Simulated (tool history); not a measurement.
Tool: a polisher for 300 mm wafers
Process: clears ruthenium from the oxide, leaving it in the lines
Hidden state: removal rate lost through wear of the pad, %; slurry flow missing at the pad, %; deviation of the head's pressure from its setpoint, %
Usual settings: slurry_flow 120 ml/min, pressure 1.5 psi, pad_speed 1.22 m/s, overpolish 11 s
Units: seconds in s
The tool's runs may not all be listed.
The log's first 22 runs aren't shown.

run	hour	slurry_flow	pressure	pad_speed	overpolish	wafers since the last listed run	wafers polished on this pad	hours since the slurry nozzle was cleaned	hours since the head pressure was calibrated	incoming thickness of the incoming film, nm	seconds
23	1137.2	120	1.3	1.22	11	323	533	361.7	814.4	159.6	156.3
24	1194.1	120	1.5	1.22	11	460	994	418.6	871.3	160.4	144.3
25	1241.3	120	1.5	1.22	11	381	1375	465.8	918.5	159.9	140.9
# hour 1262.5: head pressure recalibrated
26	1290.7	95	1.1	1.22	11	383	1759	515.2	28.2	160.6	215.4
27	1362	120	1.3	1.22	11	576	2336	586.5	99.5	160.3	178.8
28	1437.8	120	1.9	1.22	16	613	2949	662.3	175.3	160.1	124.4
29	1471.3	120	1.7	0.86	4	271	3220	695.8	208.8	159.5	177
# hour 1491.6: worn pad replaced by a new one
# hour 1497.5: slurry nozzle cleaned
30	1515.2	120	1.7	1.34	11	314	183	17.7	252.7	157.6	110.9
31	1560.9	100	1.8	1.54	13	369	552	63.4	298.4	158.3	99.3
32	1587.6	120	1.5	1.22	11	216	768	90.1	325.1	159.4	137.4
33	1647.8	120	1.5	1.22	11	487	1255	150.3	385.3	159.1	139.3
34	1696.9	100	1.9	1.22	5	397	1653	199.4	434.4	160.4	120
35	1735.2	120	1.5	1.46	11	309	1962	237.7	472.7	162.9	128.2
36	1801.7	120	1.5	1.22	11	537	2500	304.2	539.2	162.3	152.7
37	1837.4	155	2	0.96	17	288	2789	339.9	574.9	160.2	128.6
# hour 1851.3: worn pad replaced by a new one
38	1885.8	120	1.1	1.1	16	359	278	388.3	623.3	162.3	206.4

Forecast each of these 3 alternatives for the next run:
A	1886.3	120	1.5	1.22	11	4	282	388.8	623.8	162.8	?
B	1886.3	120	1.5	0.92	11	4	282	388.8	623.8	162.8	?
C	1886.3	150	1.5	1.22	4	4	282	388.8	623.8	162.8	?

run	seconds
A	138.3
B	166.8
C	132
Without the tool's hidden state the same runs would have given:
run	seconds
A	138.1
B	166.5
C	131.8
